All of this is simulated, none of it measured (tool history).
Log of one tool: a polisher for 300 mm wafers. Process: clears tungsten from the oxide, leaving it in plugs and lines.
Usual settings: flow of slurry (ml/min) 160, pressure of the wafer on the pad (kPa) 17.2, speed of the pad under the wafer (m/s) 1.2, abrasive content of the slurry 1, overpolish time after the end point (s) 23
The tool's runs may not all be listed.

run	hour	flow of slurry (ml/min)	pressure of the wafer on the pad (kPa)	speed of the pad under the wafer (m/s)	abrasive content of the slurry	overpolish time after the end point (s)	incoming thickness of the incoming film, nm	time until the end point was called (s)
1	0	160	17.2	1.2	1	23	619	157.6
# hour 47.3: slurry blender recalibrated
2	47.9	160	17.2	1.2	1	23	609.8	155.2
3	100.8	160	17.2	1.2	1	23	606.7	156.8
# hour 198.4: worn pad replaced by a new one
4	311.9	160	17.2	1.2	1	23	609.6	156.2
# hour 317.3: head pressure recalibrated
# hour 327.8: slurry tank refilled with fresh slurry and peroxide
5	336	160	11.7	1.2	0.9	35	613.7	235
6	383.6	160	11.7	1.44	0.9	31	623.3	199.5
7	415	160	18.6	1.2	1	23	616.8	145.6
8	446.7	160	17.2	1.2	1	23	623.1	159.7
9	487.1	160	17.2	1.2	1	23	616.3	156.6
# hour 516.3: slurry nozzle cleaned
10	517.1	210	14.5	1.2	1	23	610.5	178
# hour 533.6: slurry blender recalibrated
11	594.5	160	15.9	1.2	1	23	605.2	168.8
12	655.5	160	17.2	1.02	1	23	621.3	186.3
13	692.6	200	23.4	1.2	1	23	619.2	110.4
# hour 707.3: worn pad replaced by a new one
14	760.2	160	17.2	1.2	1	23	617.3	153.7
15	828.4	185	11	1.02	1	23	615.9	280.5
# hour 851.9: slurry tank refilled with fresh slurry and peroxide
16	898.9	160	20	1.2	1	23	608.5	135.5
# hour 926.1: slurry blender recalibrated
17	962.9	160	17.2	1.2	1	23	606.1	154.1
18	1030.3	210	17.2	1.2	1	23	610.6	151.6
19	1083.3	160	17.2	1.2	1	23	608.2	157.5
# hour 1117.5: worn pad replaced by a new one
20	1127.7	195	23.4	1.2	1.2	23	613.5	107.3
21	1158.4	160	22.1	1.2	0.8	23	617.5	129.2
22	1216.1	185	17.2	0.84	1	23	606.7	212.5
23	1255.1	160	17.2	1.2	0.7	23	624.2	173.6
# hour 1282.6: slurry nozzle cleaned
# hour 1291.3: slurry tank refilled with fresh slurry and peroxide
24	1318.1	160	17.2	1.2	1	23	611.3	157.2
# hour 1363.1: slurry blender recalibrated
25	1388.6	160	17.2	1.54	1	23	615.5	122
26	1419.5	160	17.2	1.2	0.85	13	611.3	162.1

4 ways to go on from here, each from the tool as it stands after run 26. What would each give?
A	1420	160	17.2	1.2	1	23	616.9	?
B	1420	160	11	1.02	1.25	30	616.9	?
C	1420	160	17.2	1.2	1.2	23	616.9	?
D	1420	160	17.2	1.38	1	10	616.9	?

run	time until the end point was called (s)
A	157
B	275
C	151
D	136.5
Without the tool's hidden state the same runs would have given:
run	time until the end point was called (s)
A	157
B	275
C	151
D	136.5
